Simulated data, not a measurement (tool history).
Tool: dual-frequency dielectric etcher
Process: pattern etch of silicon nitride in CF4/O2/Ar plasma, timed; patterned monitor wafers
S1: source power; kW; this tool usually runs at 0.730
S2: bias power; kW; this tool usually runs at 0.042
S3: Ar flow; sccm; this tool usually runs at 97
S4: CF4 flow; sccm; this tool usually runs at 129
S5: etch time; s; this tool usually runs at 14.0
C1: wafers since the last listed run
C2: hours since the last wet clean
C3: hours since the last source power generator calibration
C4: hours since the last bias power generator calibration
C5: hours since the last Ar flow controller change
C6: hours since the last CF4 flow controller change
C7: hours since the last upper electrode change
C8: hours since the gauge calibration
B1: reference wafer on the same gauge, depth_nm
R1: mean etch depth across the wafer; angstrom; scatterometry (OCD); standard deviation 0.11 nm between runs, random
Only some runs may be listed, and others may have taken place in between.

run	hour	S1	S2	S3	S4	S5	C1	C2	C3	C4	C5	C6	C7	C8	B1	R1
1	0.0	0.730	0.040	97	129	14.0	0	0.5	2879.2	4561.4	1908.7	3794.1	4159.2	641.2	29.89	319.4
2	11.9	0.730	0.040	97	129	14.0	133	12.4	2891.1	4573.3	1920.6	3806.0	4171.1	653.1	29.91	320.7
3	32.5	0.730	0.040	97	129	14.0	230	33.0	2911.7	4593.9	1941.2	3826.6	4191.7	673.7	29.93	321.5
# hour 49.8: source power generator calibrated
4	71.0	0.670	0.042	97	129	14.0	385	71.5	21.2	4632.4	1979.7	3865.1	4230.2	712.2	29.91	308.0
5	106.5	0.730	0.042	97	129	14.0	396	107.0	56.7	4667.9	2015.2	3900.6	4265.7	747.7	29.91	325.5
# hour 145.4: wet clean of the chamber, repeated, since the last time left the tool worse
6	145.9	0.730	0.042	97	129	14.0	172	0.5	96.1	4707.3	2054.6	3940.0	4305.1	787.1	29.90	346.1
7	152.1	0.840	0.033	97	129	11.5	69	6.7	102.3	4713.5	2060.8	3946.2	4311.3	793.3	29.89	293.8
8	179.0	0.730	0.042	97	129	14.0	300	33.6	129.2	4740.4	2087.7	3973.1	4338.2	820.2	29.90	349.7
9	213.7	0.730	0.036	97	120	10.5	387	68.3	163.9	4775.1	2122.4	4007.8	4372.9	854.9	29.87	247.0
# hour 222.4: gauge calibrated
# hour 237.6: Ar flow controller replaced
10	245.1	0.730	0.042	118	129	18.0	283	99.7	195.3	4806.5	7.5	4039.2	4404.3	22.7	29.91	437.3
# hour 256.4: bias power generator calibrated
# hour 279.0: upper electrode replaced
11	279.5	0.620	0.042	109	129	14.0	88	134.1	229.7	23.1	41.9	4073.6	0.5	57.1	29.91	311.9
12	289.0	0.730	0.042	97	117	14.0	106	143.6	239.2	32.6	51.4	4083.1	10.0	66.6	29.90	344.5
13	323.7	0.730	0.046	81	112	17.5	387	178.3	273.9	67.3	86.1	4117.8	44.7	101.3	29.93	448.0
# hour 329.9: CF4 flow controller replaced
14	339.5	0.730	0.037	97	99	14.0	109	194.1	289.7	83.1	101.9	9.6	60.5	117.1	29.89	321.7
15	375.0	0.730	0.042	97	129	12.5	396	229.6	325.2	118.6	137.4	45.1	96.0	152.6	29.88	315.9
16	410.1	0.730	0.042	111	129	14.0	392	264.7	360.3	153.7	172.5	80.2	131.1	187.7	29.88	348.5
17	437.0	0.730	0.042	97	129	16.0	300	291.6	387.2	180.6	199.4	107.1	158.0	214.6	29.90	406.7
18	455.6	0.780	0.042	120	129	16.0	207	310.2	405.8	199.2	218.0	125.7	176.6	233.2	29.89	413.2
19	481.3	0.730	0.042	97	129	14.0	287	335.9	431.5	224.9	243.7	151.4	202.3	258.9	29.92	355.6
20	503.7	0.560	0.042	97	112	15.5	250	358.3	453.9	247.3	266.1	173.8	224.7	281.3	29.91	324.3
21	535.0	0.730	0.042	97	107	14.0	349	389.6	485.2	278.6	297.4	205.1	256.0	312.6	29.89	345.3
22	557.6	0.730	0.042	97	151	14.0	252	412.2	507.8	301.2	320.0	227.7	278.6	335.2	29.87	367.4

Branching from run 22: 3 alternative next runs. What would each branch give?
A	558.0	0.830	0.042	97	129	14.0	4	412.6	508.2	301.6	320.4	228.1	279.0	335.6	?	?
B	558.0	0.730	0.042	97	119	15.0	4	412.6	508.2	301.6	320.4	228.1	279.0	335.6	?	?
C	558.0	0.600	0.042	97	129	14.0	4	412.6	508.2	301.6	320.4	228.1	279.0	335.6	?	?

run	B1	R1
A	29.90	389.6
B	29.90	377.0
C	29.90	313.3
Had the tool no hidden state, the same runs would have come out as:
run	R1
A	379.4
B	367.1
C	305.1

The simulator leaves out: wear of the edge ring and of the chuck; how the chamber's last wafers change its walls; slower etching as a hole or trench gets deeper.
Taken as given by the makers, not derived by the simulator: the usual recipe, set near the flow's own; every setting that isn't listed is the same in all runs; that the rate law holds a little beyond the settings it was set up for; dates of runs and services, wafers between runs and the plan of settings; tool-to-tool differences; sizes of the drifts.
